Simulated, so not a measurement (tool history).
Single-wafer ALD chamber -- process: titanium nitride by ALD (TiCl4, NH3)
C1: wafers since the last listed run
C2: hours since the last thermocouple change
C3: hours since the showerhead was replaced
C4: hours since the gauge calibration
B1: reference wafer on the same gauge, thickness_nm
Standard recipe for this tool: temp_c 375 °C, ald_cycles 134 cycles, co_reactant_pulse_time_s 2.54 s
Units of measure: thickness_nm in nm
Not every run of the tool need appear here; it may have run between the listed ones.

run 1 hour=0 | temp_c=375 ald_cycles=134 co_reactant_pulse_time_s=2.54 | C1=0 C2=2552.6 C3=7117.5 C4=34.3 | B1=2.75 | thickness_nm=2.86
run 2 hour=18.9 | temp_c=375 ald_cycles=134 co_reactant_pulse_time_s=2.54 | C1=25 C2=2571.5 C3=7136.4 C4=53.2 | B1=2.75 | thickness_nm=2.845
run 3 hour=38.4 | temp_c=375 ald_cycles=134 co_reactant_pulse_time_s=2.54 | C1=26 C2=2591 C3=7155.9 C4=72.7 | B1=2.75 | thickness_nm=2.859
run 4 hour=50.4 | temp_c=375 ald_cycles=134 co_reactant_pulse_time_s=2.54 | C1=16 C2=2603 C3=7167.9 C4=84.7 | B1=2.752 | thickness_nm=2.863
run 5 hour=76.6 | temp_c=375 ald_cycles=134 co_reactant_pulse_time_s=2.54 | C1=35 C2=2629.2 C3=7194.1 C4=110.9 | B1=2.752 | thickness_nm=2.861
-- hour=95 thermocouple changed; heater temperature recalibrated
run 6 hour=99.7 | temp_c=375 ald_cycles=134 co_reactant_pulse_time_s=2.54 | C1=20 C2=4.7 C3=7217.2 C4=134 | B1=2.749 | thickness_nm=2.863
-- hour=114.3 showerhead replaced
run 7 hour=119 | temp_c=375 ald_cycles=134 co_reactant_pulse_time_s=2.54 | C1=15 C2=24 C3=4.7 C4=153.3 | B1=2.751 | thickness_nm=2.862
run 8 hour=139.1 | temp_c=365 ald_cycles=160 co_reactant_pulse_time_s=1.75 | C1=27 C2=44.1 C3=24.8 C4=173.4 | B1=2.751 | thickness_nm=3.166
run 9 hour=171.4 | temp_c=375 ald_cycles=134 co_reactant_pulse_time_s=2.54 | C1=43 C2=76.4 C3=57.1 C4=205.7 | B1=2.749 | thickness_nm=2.857
-- hour=177.2 gauge calibrated
run 10 hour=200.8 | temp_c=383 ald_cycles=116 co_reactant_pulse_time_s=2.07 | C1=39 C2=105.8 C3=86.5 C4=23.6 | B1=2.75 | thickness_nm=2.437
run 11 hour=231.9 | temp_c=375 ald_cycles=134 co_reactant_pulse_time_s=2.54 | C1=42 C2=136.9 C3=117.6 C4=54.7 | B1=2.748 | thickness_nm=2.859
run 12 hour=253 | temp_c=375 ald_cycles=134 co_reactant_pulse_time_s=2.54 | C1=28 C2=158 C3=138.7 C4=75.8 | B1=2.748 | thickness_nm=2.842
run 13 hour=279.8 | temp_c=370 ald_cycles=125 co_reactant_pulse_time_s=2.54 | C1=36 C2=184.8 C3=165.5 C4=102.6 | B1=2.751 | thickness_nm=2.644
run 14 hour=299.8 | temp_c=361 ald_cycles=120 co_reactant_pulse_time_s=1.71 | C1=27 C2=204.8 C3=185.5 C4=122.6 | B1=2.75 | thickness_nm=2.353

Predict each of these 5 candidate next runs independently; none follows another, all start after run 14:
run A hour=300.5 | temp_c=375 ald_cycles=134 co_reactant_pulse_time_s=2.54 | C1=0 C2=205.5 C3=186.2 C4=123.3 | B1=? | thickness_nm=?
run B hour=300.5 | temp_c=386 ald_cycles=134 co_reactant_pulse_time_s=2.01 | C1=0 C2=205.5 C3=186.2 C4=123.3 | B1=? | thickness_nm=?
run C hour=300.5 | temp_c=362 ald_cycles=117 co_reactant_pulse_time_s=3.25 | C1=0 C2=205.5 C3=186.2 C4=123.3 | B1=? | thickness_nm=?
run D hour=300.5 | temp_c=371 ald_cycles=145 co_reactant_pulse_time_s=1.68 | C1=0 C2=205.5 C3=186.2 C4=123.3 | B1=? | thickness_nm=?
run E hour=300.5 | temp_c=370 ald_cycles=120 co_reactant_pulse_time_s=1.53 | C1=0 C2=205.5 C3=186.2 C4=123.3 | B1=? | thickness_nm=?

run=A B1=2.75 thickness_nm=2.863
run=B B1=2.75 thickness_nm=2.821
run=C B1=2.75 thickness_nm=2.511
run=D B1=2.75 thickness_nm=2.905
run=E B1=2.75 thickness_nm=2.342
What these runs would have given with no unlogged condition in the tool:
run=A thickness_nm=2.863
run=B thickness_nm=2.821
run=C thickness_nm=2.511
run=D thickness_nm=2.905
run=E thickness_nm=2.342
